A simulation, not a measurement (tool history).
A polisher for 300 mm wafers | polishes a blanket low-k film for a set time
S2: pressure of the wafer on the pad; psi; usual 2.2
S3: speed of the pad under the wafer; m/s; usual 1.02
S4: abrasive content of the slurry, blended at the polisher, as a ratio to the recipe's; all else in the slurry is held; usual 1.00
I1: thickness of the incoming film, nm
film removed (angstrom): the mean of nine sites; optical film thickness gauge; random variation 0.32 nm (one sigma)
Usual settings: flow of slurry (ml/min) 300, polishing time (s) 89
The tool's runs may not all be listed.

Run 1, day 0.000: usual settings; I1 688.0. Result: film removed (angstrom) 368.
Run 2, day 0.600: usual settings; I1 673.6. Result: film removed (angstrom) 372.
Run 3, day 1.258: usual settings but polishing time (s) 78; I1 688.2. Result: film removed (angstrom) 324.
Run 4, day 1.696: usual settings but polishing time (s) 78; I1 676.9. Result: film removed (angstrom) 325.
Run 5, day 2.062: usual settings but polishing time (s) 78; I1 692.4. Result: film removed (angstrom) 325.
Run 6, day 2.621: usual settings; I1 682.6. Result: film removed (angstrom) 376.
Run 7, day 3.225: usual settings but S2 2.8 psi; I1 677.1. Result: film removed (angstrom) 459.
Run 8, day 3.683: usual settings but S2 2.8 psi; I1 673.4. Result: film removed (angstrom) 469.
Run 9, day 4.388: usual settings but S2 2.8 psi; I1 679.5. Result: film removed (angstrom) 465.
Run 10, day 5.121: usual settings; I1 681.2. Result: film removed (angstrom) 374.
Run 11, day 5.700: usual settings but S3 0.84 m/s; I1 686.6. Result: film removed (angstrom) 331.
Run 12, day 5.954: usual settings but flow of slurry (ml/min) 250, S2 1.9 psi, S3 1.32 m/s, S4 0.70; I1 687.7. Result: film removed (angstrom) 323.
Run 13, day 6.446: usual settings but flow of slurry (ml/min) 260, S4 1.10; I1 683.1. Result: film removed (angstrom) 378.
Run 14, day 6.879: usual settings but flow of slurry (ml/min) 230, S2 2.5 psi, S3 0.82 m/s; I1 679.4. Result: film removed (angstrom) 414.
Run 15, day 7.396: usual settings but flow of slurry (ml/min) 250, S2 1.9 psi, S3 1.32 m/s, S4 0.70; I1 675.6. Result: film removed (angstrom) 375.
Run 16, day 7.754: usual settings but S3 1.28 m/s, S4 0.80; I1 674.1. Result: film removed (angstrom) 452.
Run 17, day 8.421: usual settings but flow of slurry (ml/min) 210, S2 1.9 psi, S3 1.24 m/s, polishing time (s) 73; I1 685.4. Result: film removed (angstrom) 333.
Run 18, day 8.983: usual settings but flow of slurry (ml/min) 255, S2 1.4 psi, S3 1.24 m/s; I1 689.8. Result: film removed (angstrom) 309.
Run 19, day 9.538: usual settings; I1 671.8. Result: film removed (angstrom) 421.
Run 20, day 9.800: usual settings; I1 678.8. Result: film removed (angstrom) 427.
Run 21, day 10.521: usual settings but S3 0.76 m/s; I1 679.4. Result: film removed (angstrom) 357.
Run 22, day 10.792: usual settings; I1 674.7. Result: film removed (angstrom) 427.
Run 23, day 11.275: usual settings but S4 1.15; I1 679.8. Result: film removed (angstrom) 446.
Run 24, day 11.829: usual settings but flow of slurry (ml/min) 240, S4 0.75, polishing time (s) 99; I1 683.0. Result: film removed (angstrom) 409.
Run 25, day 13.371: usual settings but S2 2.8 psi, polishing time (s) 75; I1 685.6. Result: film removed (angstrom) 440.
Run 26, day 13.729: usual settings but S3 0.86 m/s; I1 685.9. Result: film removed (angstrom) 377.

Taken out of this log: 5 entries between the listed runs. Where each belongs, and how the hidden state differs across it:
Between runs 8 and 9: conditioning disc replaced and pad reconditioned (day 4.200)
  no hidden state differs between the two runs
  measured less the result without the state, film removed (angstrom): -70 -> -70
Between runs 13 and 14: worn pad replaced by a new one (day 6.650); head pressure recalibrated (day 6.858)
  deviation of the head's pressure from its setpoint, %: -13.7 -> 1.24
  measured less the result without the state, film removed (angstrom): -57 -> +5
Between runs 14 and 15: slurry nozzle cleaned (day 7.346)
  deviation of the head's pressure from its setpoint, %: 1.24 -> 0.922
  measured less the result without the state, film removed (angstrom): +5 -> +3
Between runs 16 and 17: slurry blender recalibrated (day 7.958)
  deviation of the head's pressure from its setpoint, %: 0.705 -> 0.311
  measured less the result without the state, film removed (angstrom): +3 -> +1

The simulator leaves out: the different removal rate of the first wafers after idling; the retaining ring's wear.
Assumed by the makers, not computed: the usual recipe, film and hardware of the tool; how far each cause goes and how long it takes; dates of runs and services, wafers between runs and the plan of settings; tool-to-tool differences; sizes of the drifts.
